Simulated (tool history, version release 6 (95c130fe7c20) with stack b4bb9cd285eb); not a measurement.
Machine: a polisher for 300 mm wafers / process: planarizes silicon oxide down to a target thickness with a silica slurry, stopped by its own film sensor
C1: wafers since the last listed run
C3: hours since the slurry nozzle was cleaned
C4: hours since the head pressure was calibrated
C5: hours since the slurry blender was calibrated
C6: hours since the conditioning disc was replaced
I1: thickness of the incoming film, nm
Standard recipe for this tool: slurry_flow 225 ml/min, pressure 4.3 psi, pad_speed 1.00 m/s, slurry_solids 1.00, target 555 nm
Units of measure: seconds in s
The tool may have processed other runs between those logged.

run 1 day=0.000 | slurry_flow=225 pressure=4.3 pad_speed=1.00 slurry_solids=1.00 target=555 | C1=0 wafers_polished_on_this_pad=1391 C3=430.8 C4=398.0 C5=277.3 C6=426.1 | I1=918.1 | seconds=105.0
run 2 day=2.225 | slurry_flow=225 pressure=4.0 pad_speed=1.00 slurry_solids=1.00 target=555 | C1=267 wafers_polished_on_this_pad=1658 C3=484.2 C4=451.4 C5=330.7 C6=479.5 | I1=925.5 | seconds=111.9
-- day=2.738 slurry nozzle cleaned
-- day=4.100 conditioning disc replaced and pad reconditioned
run 3 day=4.725 | slurry_flow=225 pressure=4.3 pad_speed=1.00 slurry_solids=1.00 target=555 | C1=285 wafers_polished_on_this_pad=1943 C3=47.7 C4=511.4 C5=390.7 C6=15.0 | I1=916.6 | seconds=103.0
-- day=5.917 worn pad replaced by a new one
-- day=6.254 slurry blender recalibrated
run 4 day=7.158 | slurry_flow=225 pressure=4.3 pad_speed=1.00 slurry_solids=1.20 target=622 | C1=262 wafers_polished_on_this_pad=138 C3=106.1 C4=569.8 C5=21.7 C6=73.4 | I1=929.3 | seconds=81.5
run 5 day=8.746 | slurry_flow=180 pressure=4.3 pad_speed=1.00 slurry_solids=0.75 target=513 | C1=190 wafers_polished_on_this_pad=329 C3=144.2 C4=607.9 C5=59.8 C6=111.5 | I1=918.3 | seconds=134.1
run 6 day=11.658 | slurry_flow=225 pressure=4.3 pad_speed=1.00 slurry_solids=1.00 target=555 | C1=349 wafers_polished_on_this_pad=679 C3=214.1 C4=677.8 C5=129.7 C6=181.4 | I1=917.8 | seconds=102.5
run 7 day=12.721 | slurry_flow=250 pressure=3.5 pad_speed=1.00 slurry_solids=1.15 target=661 | C1=127 wafers_polished_on_this_pad=806 C3=239.6 C4=703.3 C5=155.2 C6=206.9 | I1=906.6 | seconds=72.0
run 8 day=15.233 | slurry_flow=225 pressure=4.3 pad_speed=1.00 slurry_solids=1.00 target=555 | C1=301 wafers_polished_on_this_pad=1108 C3=299.9 C4=763.6 C5=215.5 C6=267.2 | I1=921.5 | seconds=102.2
run 9 day=16.629 | slurry_flow=225 pressure=2.8 pad_speed=1.00 slurry_solids=1.00 target=555 | C1=167 wafers_polished_on_this_pad=1275 C3=333.4 C4=797.1 C5=249.0 C6=300.7 | I1=923.9 | seconds=130.5
run 10 day=17.812 | slurry_flow=195 pressure=4.3 pad_speed=0.84 slurry_solids=1.00 target=555 | C1=142 wafers_polished_on_this_pad=1417 C3=361.8 C4=825.5 C5=277.4 C6=329.1 | I1=929.9 | seconds=120.2
run 11 day=20.779 | slurry_flow=165 pressure=4.3 pad_speed=1.00 slurry_solids=1.20 target=483 | C1=356 wafers_polished_on_this_pad=1773 C3=433.0 C4=896.7 C5=348.6 C6=400.3 | I1=910.5 | seconds=114.5
-- day=22.183 conditioning disc replaced and pad reconditioned
-- day=22.596 slurry nozzle cleaned
-- day=23.258 worn pad replaced by a new one
run 12 day=23.279 | slurry_flow=150 pressure=4.3 pad_speed=1.00 slurry_solids=1.00 target=555 | C1=265 wafers_polished_on_this_pad=2 C3=16.4 C4=956.7 C5=408.6 C6=26.3 | I1=933.3 | seconds=109.9
-- day=24.533 head pressure recalibrated
run 13 day=25.504 | slurry_flow=225 pressure=4.3 pad_speed=1.18 slurry_solids=1.25 target=670 | C1=257 wafers_polished_on_this_pad=259 C3=69.8 C4=23.3 C5=462.0 C6=79.7 | I1=924.9 | seconds=61.6
-- day=27.088 slurry blender recalibrated
run 14 day=27.179 | slurry_flow=225 pressure=4.3 pad_speed=1.00 slurry_solids=1.05 target=555 | C1=191 wafers_polished_on_this_pad=450 C3=110.0 C4=63.5 C5=2.2 C6=119.9 | I1=915.5 | seconds=106.3
run 15 day=29.692 | slurry_flow=200 pressure=4.3 pad_speed=1.00 slurry_solids=1.25 target=555 | C1=301 wafers_polished_on_this_pad=751 C3=170.3 C4=123.8 C5=62.5 C6=180.2 | I1=910.3 | seconds=94.3
run 16 day=32.312 | slurry_flow=225 pressure=4.3 pad_speed=1.00 slurry_solids=1.00 target=555 | C1=314 wafers_polished_on_this_pad=1066 C3=233.2 C4=186.7 C5=125.4 C6=243.1 | I1=909.8 | seconds=103.0
run 17 day=33.375 | slurry_flow=260 pressure=4.3 pad_speed=1.00 slurry_solids=1.00 target=555 | C1=127 wafers_polished_on_this_pad=1193 C3=258.7 C4=212.2 C5=150.9 C6=268.6 | I1=923.2 | seconds=106.0
run 18 day=34.988 | slurry_flow=225 pressure=4.3 pad_speed=1.26 slurry_solids=1.00 target=555 | C1=193 wafers_polished_on_this_pad=1387 C3=297.4 C4=250.9 C5=189.6 C6=307.3 | I1=928.7 | seconds=92.7
run 19 day=36.583 | slurry_flow=225 pressure=5.7 pad_speed=1.32 slurry_solids=1.00 target=555 | C1=191 wafers_polished_on_this_pad=1579 C3=335.7 C4=289.2 C5=227.9 C6=345.6 | I1=932.5 | seconds=76.6
run 20 day=37.621 | slurry_flow=200 pressure=4.3 pad_speed=1.00 slurry_solids=1.20 target=555 | C1=124 wafers_polished_on_this_pad=1703 C3=360.6 C4=314.1 C5=252.8 C6=370.5 | I1=939.2 | seconds=105.3
run 21 day=39.708 | slurry_flow=185 pressure=3.7 pad_speed=1.00 slurry_solids=1.30 target=680 | C1=250 wafers_polished_on_this_pad=1954 C3=410.7 C4=364.2 C5=302.9 C6=420.6 | I1=911.1 | seconds=67.3
-- day=40.083 conditioning disc replaced and pad reconditioned
-- day=40.667 slurry nozzle cleaned
run 22 day=42.579 | slurry_flow=225 pressure=4.3 pad_speed=1.00 slurry_solids=1.00 target=555 | C1=329 wafers_polished_on_this_pad=2283 C3=45.9 C4=433.1 C5=371.8 C6=59.9 | I1=925.1 | seconds=107.5
-- day=44.262 worn pad replaced by a new one
-- day=44.500 slurry blender recalibrated
run 23 day=45.012 | slurry_flow=225 pressure=4.9 pad_speed=1.00 slurry_solids=1.00 target=555 | C1=262 wafers_polished_on_this_pad=79 C3=104.3 C4=491.5 C5=12.3 C6=118.3 | I1=923.6 | seconds=100.1
run 24 day=46.462 | slurry_flow=225 pressure=4.3 pad_speed=1.00 slurry_solids=1.00 target=555 | C1=174 wafers_polished_on_this_pad=253 C3=139.1 C4=526.3 C5=47.1 C6=153.1 | I1=907.3 | seconds=102.4
run 25 day=48.475 | slurry_flow=255 pressure=4.7 pad_speed=1.00 slurry_solids=1.00 target=555 | C1=241 wafers_polished_on_this_pad=495 C3=187.4 C4=574.6 C5=95.4 C6=201.4 | I1=934.6 | seconds=103.2

What was the tool's hidden state at every run in the log?
removal rate lost through wear of the pad, %: 0 in every run
slurry flow missing at the pad, %: 0 in every run
abrasive missing from the slurry, %: 0 in every run
time polished since the conditioner stopped cutting, s: 0 in every run
H1: deviation of the head's pressure from its setpoint, %
run=1 H1=3.73
run=2 H1=4.19
run=3 H1=4.76
run=4 H1=5.39
run=5 H1=5.84
run=6 H1=6.73
run=7 H1=7.08
run=8 H1=7.97
run=9 H1=8.49
run=10 H1=8.95
run=11 H1=10.2
run=12 H1=11.3
run=13 H1=-1.1
run=14 H1=-1.07
run=15 H1=-0.956
run=16 H1=-0.762
run=17 H1=-0.66
run=18 H1=-0.482
run=19 H1=-0.276
run=20 H1=-0.126
run=21 H1=0.213
run=22 H1=0.76
run=23 H1=1.3
run=24 H1=1.65
run=25 H1=2.18

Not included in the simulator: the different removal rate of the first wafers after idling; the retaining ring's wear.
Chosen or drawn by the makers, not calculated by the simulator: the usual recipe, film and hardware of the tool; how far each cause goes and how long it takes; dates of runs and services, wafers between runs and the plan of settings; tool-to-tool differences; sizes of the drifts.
